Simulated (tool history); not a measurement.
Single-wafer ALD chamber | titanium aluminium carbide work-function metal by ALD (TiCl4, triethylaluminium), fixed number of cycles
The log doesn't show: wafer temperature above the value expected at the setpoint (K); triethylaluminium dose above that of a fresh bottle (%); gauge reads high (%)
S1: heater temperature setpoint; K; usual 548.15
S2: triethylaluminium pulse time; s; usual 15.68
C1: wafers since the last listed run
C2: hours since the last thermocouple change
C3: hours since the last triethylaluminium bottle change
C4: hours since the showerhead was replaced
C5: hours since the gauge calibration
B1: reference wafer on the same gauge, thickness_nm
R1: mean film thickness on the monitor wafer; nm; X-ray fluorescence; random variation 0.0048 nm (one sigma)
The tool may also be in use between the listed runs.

run     day      S1     S2   C1      C2      C3      C4     C5     B1     R1
  1   0.000  548.15  10.92    0  1319.7  1586.0  5184.9   55.8  1.560  1.882
  2   0.975  548.15  10.92  185  1343.1  1609.4  5208.3   79.2  1.560  1.878
  3   1.504  548.15  10.92  100  1355.8  1622.1  5221.0   91.9  1.560  1.881
  4   2.612  548.15  15.68  210  1382.4  1648.7  5247.6  118.5  1.560  1.931
  5   3.817  558.15  15.68  228  1411.3  1677.6  5276.5  147.4  1.560  1.998
  6   4.612  553.15  15.68  151  1430.4  1696.7  5295.6  166.5  1.560  1.950
  7   5.683  553.15  15.68  203  1456.1  1722.4  5321.3  192.2  1.560  1.959
      6.554  -- thermocouple changed; heater temperature recalibrated
  8   6.912  553.15  15.68  170     8.6  1751.9  5350.8  221.7  1.560  1.954
      8.079  -- triethylaluminium bottle replaced
  9   8.100  548.15  11.04  162    37.1     0.5  5379.3  250.2  1.560  1.891
      9.346  -- showerhead replaced
 10   9.367  548.15  11.04  177    67.5    30.9     0.5  280.6  1.560  1.875
 11  10.304  560.15  20.97  178    90.0    53.4    23.0  303.1  1.561  2.026
 12  11.338  548.15  15.68  196   114.8    78.2    47.8  327.9  1.560  1.919
 13  12.321  557.15  15.68  186   138.4   101.8    71.4  351.5  1.560  2.000
     12.700  -- gauge calibrated
 14  13.229  548.15  15.68  172   160.2   123.6    93.2   12.7  1.560  1.922
 15  14.438  541.15  12.60  229   189.2   152.6   122.2   41.7  1.560  1.844
 16  15.817  560.15  10.07  262   222.3   185.7   155.3   74.8  1.559  1.966
 17  16.388  548.15  15.68  108   236.0   199.4   169.0   88.5  1.560  1.911
 18  17.633  535.15  20.26  236   265.9   229.3   198.9  118.4  1.560  1.826
 19  18.354  537.15  13.75  136   283.2   246.6   216.2  135.7  1.560  1.828
 20  19.775  548.15  21.15  269   317.3   280.7   250.3  169.8  1.559  1.931

5 ways to go on from here, each from the tool as it stands after run 20. What would each give?
  A  19.792  548.15  15.68   3  317.7  281.1  250.7  170.2   ?   ?
  B  19.792  536.15  20.57   3  317.7  281.1  250.7  170.2   ?   ?
  C  19.792  533.15  10.13   3  317.7  281.1  250.7  170.2   ?   ?
  D  19.792  557.15  19.02   3  317.7  281.1  250.7  170.2   ?   ?
  E  19.792  534.15  15.68   3  317.7  281.1  250.7  170.2   ?   ?

run     B1     R1
  A  1.560  1.915
  B  1.560  1.827
  C  1.560  1.746
  D  1.560  1.994
  E  1.560  1.804
Without the tool's hidden state the same runs would have given:
run     R1
  A  1.915
  B  1.827
  C  1.746
  D  1.994
  E  1.804
